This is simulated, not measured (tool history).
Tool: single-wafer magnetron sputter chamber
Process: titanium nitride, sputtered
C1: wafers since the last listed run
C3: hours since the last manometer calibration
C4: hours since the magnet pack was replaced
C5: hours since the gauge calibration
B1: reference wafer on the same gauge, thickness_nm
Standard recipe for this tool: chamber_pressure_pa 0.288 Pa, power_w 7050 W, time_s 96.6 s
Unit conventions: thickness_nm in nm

Run 1, hour 0.0: usual settings; C1 0; wafers on the sputter target 3193; C3 931.7; C4 7141.5; C5 224.2; B1 127.029. Result: thickness_nm 133.246 nm.
Run 2, hour 20.9: usual settings; C1 335; wafers on the sputter target 3528; C3 952.6; C4 7162.4; C5 245.1; B1 126.954. Result: thickness_nm 133.156 nm.
Run 3, hour 38.2: usual settings; C1 277; wafers on the sputter target 3806; C3 969.9; C4 7179.7; C5 262.4; B1 127.058. Result: thickness_nm 133.162 nm.
Run 4, hour 71.5: usual settings; C1 534; wafers on the sputter target 4341; C3 1003.2; C4 7213.0; C5 295.7; B1 127.007. Result: thickness_nm 132.679 nm.
Run 5, hour 86.5: usual settings; C1 240; wafers on the sputter target 4582; C3 1018.2; C4 7228.0; C5 310.7; B1 126.970. Result: thickness_nm 132.777 nm.
Run 6, hour 101.0: usual settings; C1 232; wafers on the sputter target 4815; C3 1032.7; C4 7242.5; C5 325.2; B1 127.015. Result: thickness_nm 132.930 nm.
Run 7, hour 131.6: usual settings but time_s 108.2 s; C1 491; wafers on the sputter target 5307; C3 1063.3; C4 7273.1; C5 355.8; B1 126.974. Result: thickness_nm 148.627 nm.
Run 8, hour 158.9: usual settings but time_s 108.2 s; C1 438; wafers on the sputter target 5745; C3 1090.6; C4 7300.4; C5 383.1; B1 127.017. Result: thickness_nm 148.564 nm.
Run 9, hour 183.8: usual settings; C1 400; wafers on the sputter target 6145; C3 1115.5; C4 7325.3; C5 408.0; B1 126.987. Result: thickness_nm 133.104 nm.
Run 10, hour 197.4: usual settings; C1 218; wafers on the sputter target 6364; C3 1129.1; C4 7338.9; C5 421.6; B1 126.998. Result: thickness_nm 132.926 nm.
Run 11, hour 212.6: usual settings; C1 244; wafers on the sputter target 6608; C3 1144.3; C4 7354.1; C5 436.8; B1 127.002. Result: thickness_nm 132.573 nm.
At hour 220.7: capacitance manometer re-zeroed and calibrated.
Run 12, hour 224.7: usual settings; C1 65; wafers on the sputter target 6674; C3 4.0; C4 7366.2; C5 448.9; B1 126.974. Result: thickness_nm 136.991 nm.
Run 13, hour 254.5: usual settings but chamber_pressure_pa 0.372 Pa; C1 478; wafers on the sputter target 7152; C3 33.8; C4 7396.0; C5 478.7; B1 126.923. Result: thickness_nm 134.303 nm.
At hour 256.9: gauge calibrated.
At hour 274.4: sputter target and shields replaced.
Run 14, hour 278.4: usual settings but chamber_pressure_pa 0.372 Pa; C1 255; wafers on the sputter target 64; C3 57.7; C4 7419.9; C5 21.5; B1 126.925. Result: thickness_nm 133.671 nm.
Run 15, hour 296.2: usual settings; C1 285; wafers on the sputter target 350; C3 75.5; C4 7437.7; C5 39.3; B1 126.995. Result: thickness_nm 137.001 nm.
Run 16, hour 314.6: usual settings; C1 295; wafers on the sputter target 645; C3 93.9; C4 7456.1; C5 57.7; B1 126.979. Result: thickness_nm 137.435 nm.
Run 17, hour 341.4: usual settings but chamber_pressure_pa 0.373 Pa; C1 430; wafers on the sputter target 1076; C3 120.7; C4 7482.9; C5 84.5; B1 126.918. Result: thickness_nm 134.108 nm.
Run 18, hour 357.3: usual settings but chamber_pressure_pa 0.354 Pa, power_w 5650 W, time_s 115.0 s; C1 255; wafers on the sputter target 1331; C3 136.6; C4 7498.8; C5 100.4; B1 127.034. Result: thickness_nm 128.290 nm.
At hour 382.5: capacitance manometer re-zeroed and calibrated, repeated, since the last time left the tool worse.
Run 19, hour 393.0: usual settings but chamber_pressure_pa 0.344 Pa, time_s 83.4 s; C1 444; wafers on the sputter target 1776; C3 10.5; C4 7534.5; C5 136.1; B1 127.005. Result: thickness_nm 113.602 nm.
Run 20, hour 415.9: usual settings but power_w 5450 W, time_s 80.3 s; C1 367; wafers on the sputter target 2144; C3 33.4; C4 7557.4; C5 159.0; B1 126.980. Result: thickness_nm 86.370 nm.
Run 21, hour 451.9: usual settings but chamber_pressure_pa 0.257 Pa, power_w 6250 W, time_s 78.0 s; C1 578; wafers on the sputter target 2723; C3 69.4; C4 7593.4; C5 195.0; B1 126.971. Result: thickness_nm 97.300 nm.
Run 22, hour 486.9: usual settings; C1 562; wafers on the sputter target 3285; C3 104.4; C4 7628.4; C5 230.0; B1 127.028. Result: thickness_nm 134.539 nm.
At hour 512.0: magnet pack replaced.
Run 23, hour 514.8: usual settings but chamber_pressure_pa 0.200 Pa, power_w 5750 W, time_s 80.6 s; C1 319; wafers on the sputter target 3605; C3 132.3; C4 2.8; C5 257.9; B1 126.999. Result: thickness_nm 94.766 nm.
Run 24, hour 550.4: usual settings but chamber_pressure_pa 0.224 Pa, power_w 5700 W, time_s 90.0 s; C1 571; wafers on the sputter target 4176; C3 167.9; C4 38.4; C5 293.5; B1 126.980. Result: thickness_nm 104.114 nm.
Run 25, hour 584.3: usual settings; C1 544; wafers on the sputter target 4721; C3 201.8; C4 72.3; C5 327.4; B1 127.032. Result: thickness_nm 133.820 nm.
Run 26, hour 605.7: usual settings; C1 343; wafers on the sputter target 5065; C3 223.2; C4 93.7; C5 348.8; B1 127.025. Result: thickness_nm 134.616 nm.
Run 27, hour 623.9: usual settings but chamber_pressure_pa 0.211 Pa, power_w 8600 W, time_s 86.5 s; C1 292; wafers on the sputter target 5357; C3 241.4; C4 111.9; C5 367.0; B1 126.936. Result: thickness_nm 151.297 nm.
Run 28, hour 659.2: usual settings; C1 567; wafers on the sputter target 5924; C3 276.7; C4 147.2; C5 402.3; B1 126.956. Result: thickness_nm 134.526 nm.
Run 29, hour 686.3: usual settings but power_w 7800 W, time_s 107.3 s; C1 435; wafers on the sputter target 6360; C3 303.8; C4 174.3; C5 429.4; B1 127.056. Result: thickness_nm 165.277 nm.

Forecast each of these 4 alternatives for the next run:
Run A, hour 686.7: usual settings; C1 6; wafers on the sputter target 6366; C3 304.2; C4 174.7; C5 429.8; B1 ?. Result: thickness_nm ?.
Run B, hour 686.7: usual settings but chamber_pressure_pa 0.253 Pa, power_w 5950 W, time_s 106.0 s; C1 6; wafers on the sputter target 6366; C3 304.2; C4 174.7; C5 429.8; B1 ?. Result: thickness_nm ?.
Run C, hour 686.7: usual settings but chamber_pressure_pa 0.340 Pa, power_w 7800 W, time_s 106.5 s; C1 6; wafers on the sputter target 6366; C3 304.2; C4 174.7; C5 429.8; B1 ?. Result: thickness_nm ?.
Run D, hour 686.7: usual settings but chamber_pressure_pa 0.389 Pa, power_w 7900 W, time_s 106.4 s; C1 6; wafers on the sputter target 6366; C3 304.2; C4 174.7; C5 429.8; B1 ?. Result: thickness_nm ?.

run       B1  thickness_nm
  A  127.041       134.376
  B  127.041       126.124
  C  127.041       160.697
  D  127.041       159.621
Without the tool's hidden state the same runs would have given:
run  thickness_nm
  A       134.486
  B       126.215
  C       160.851
  D       159.795
